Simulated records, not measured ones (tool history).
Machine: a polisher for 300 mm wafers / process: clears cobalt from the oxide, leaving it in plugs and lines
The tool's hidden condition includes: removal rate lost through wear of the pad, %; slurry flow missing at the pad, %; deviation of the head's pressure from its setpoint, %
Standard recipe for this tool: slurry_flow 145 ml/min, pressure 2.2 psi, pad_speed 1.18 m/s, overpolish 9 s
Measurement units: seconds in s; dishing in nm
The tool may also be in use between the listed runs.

run,hour,slurry_flow,pressure,pad_speed,overpolish,wafers since the last listed run,wafers polished on this pad,hours since the slurry nozzle was cleaned,hours since the head pressure was calibrated,"incoming thickness of the incoming film, nm",seconds,dishing
1,0.0,145,1.8,1.18,9,0,1166,141.6,582.8,269.3,46.6,16.6
# hour 41.1: head pressure recalibrated
2,45.7,145,1.8,1.18,9,473,1639,187.3,4.6,271.0,47.0,16.3
3,125.5,145,1.8,1.18,9,864,2504,267.1,84.4,268.4,45.9,16.6
# hour 171.9: worn pad replaced by a new one
4,198.6,145,2.2,1.18,9,748,289,340.2,157.5,265.4,37.4,16.9
# hour 231.3: slurry nozzle cleaned
5,377.4,145,2.2,1.18,9,1927,2216,146.1,336.3,271.7,38.3,17.1
6,463.4,145,2.2,1.18,9,932,3148,232.1,422.3,268.4,37.2,17.3
# hour 524.2: worn pad replaced by a new one
7,546.0,145,2.2,1.42,9,851,235,314.7,504.9,270.3,32.0,17.1
# hour 568.1: head pressure recalibrated
8,643.9,145,2.2,1.42,9,1039,1275,412.6,75.8,265.6,32.2,17.1
# hour 648.2: slurry nozzle cleaned
9,743.2,145,2.2,1.42,9,1065,2340,95.0,175.1,267.5,30.7,17.1
# hour 816.6: worn pad replaced by a new one
10,830.0,145,2.2,1.18,7,897,145,181.8,261.9,271.4,38.4,16.6
11,867.6,145,1.5,1.18,14,407,553,219.4,299.5,270.7,56.8,17.1
12,909.9,100,1.6,1.06,5,458,1011,261.7,341.8,266.7,62.2,12.8
13,1017.3,160,1.8,1.18,12,1164,2175,369.1,449.2,267.8,46.4,17.2
# hour 1073.7: slurry nozzle cleaned
14,1115.5,185,2.6,1.48,14,1053,3229,41.8,547.4,266.9,24.0,17.5
# hour 1123.4: worn pad replaced by a new one
# hour 1160.7: head pressure recalibrated
15,1206.5,130,2.2,1.54,9,921,879,132.8,45.8,271.6,29.1,16.9
16,1278.3,120,2.2,1.18,11,778,1657,204.6,117.6,272.5,39.4,17.0
17,1333.1,145,2.2,1.18,9,593,2251,259.4,172.4,264.8,36.9,16.9
18,1376.8,145,2.2,1.46,9,473,2725,303.1,216.1,273.7,31.1,17.3
# hour 1452.7: worn pad replaced by a new one
19,1453.5,145,1.5,1.18,14,787,8,379.8,292.8,266.4,55.2,17.1
# hour 1523.5: slurry nozzle cleaned
20,1533.6,145,2.2,1.18,9,857,866,10.1,372.9,272.4,36.7,16.9
21,1575.8,185,2.6,1.34,12,457,1323,52.3,415.1,269.1,26.3,17.4

What differs in the tool's unlogged condition from the final listed run ahead of each entry between runs to the first listed run following it?
From run 1 to run 2: head pressure recalibrated (hour 41.1)
  slurry flow missing at the pad, %: 28.3 -> 32.5
  measured result minus the result with no hidden state, seconds: +1.6 -> +2.0 s; dishing: -0.1 -> -0.1 nm
From run 3 to run 4: worn pad replaced by a new one (hour 171.9)
  slurry flow missing at the pad, %: 37.1 -> 39.5
  measured result minus the result with no hidden state, seconds: +2.3 -> +2.0 s; dishing: -0.2 -> -0.1 nm
From run 4 to run 5: slurry nozzle cleaned (hour 231.3)
  slurry flow missing at the pad, %: 39.5 -> 28.6
  measured result minus the result with no hidden state, seconds: +2.0 -> +1.4 s; dishing: -0.1 -> -0.1 nm
From run 6 to run 7: worn pad replaced by a new one (hour 524.2)
  slurry flow missing at the pad, %: 35.3 -> 38.7
  measured result minus the result with no hidden state, seconds: +1.7 -> +1.7 s; dishing: -0.1 -> +0.0 nm
From run 7 to run 8: head pressure recalibrated (hour 568.1)
  slurry flow missing at the pad, %: 38.7 -> 40.8
  measured result minus the result with no hidden state, seconds: +1.7 -> +1.8 s; dishing: +0.0 -> -0.1 nm
From run 8 to run 9: slurry nozzle cleaned (hour 648.2)
  slurry flow missing at the pad, %: 40.8 -> 25
  measured result minus the result with no hidden state, seconds: +1.8 -> +0.9 s; dishing: -0.1 -> -0.1 nm
From run 9 to run 10: worn pad replaced by a new one (hour 816.6)
  slurry flow missing at the pad, %: 25 -> 34.9
  measured result minus the result with no hidden state, seconds: +0.9 -> +1.7 s; dishing: -0.1 -> -0.1 nm
From run 13 to run 14: slurry nozzle cleaned (hour 1073.7)
  slurry flow missing at the pad, %: 43 -> 12.9
  measured result minus the result with no hidden state, seconds: +2.6 -> +0.3 s; dishing: +0.0 -> +0.0 nm
From run 14 to run 15: worn pad replaced by a new one (hour 1123.4); head pressure recalibrated (hour 1160.7)
  slurry flow missing at the pad, %: 12.9 -> 28.1
  measured result minus the result with no hidden state, seconds: +0.3 -> +1.1 s; dishing: +0.0 -> -0.1 nm
From run 18 to run 19: worn pad replaced by a new one (hour 1452.7)
  slurry flow missing at the pad, %: 39.3 -> 41.2
  measured result minus the result with no hidden state, seconds: +1.7 -> +3.2 s; dishing: -0.1 -> -0.1 nm
From run 19 to run 20: slurry nozzle cleaned (hour 1523.5)
  slurry flow missing at the pad, %: 41.2 -> 6.53
  measured result minus the result with no hidden state, seconds: +3.2 -> +0.3 s; dishing: -0.1 -> +0.0 nm
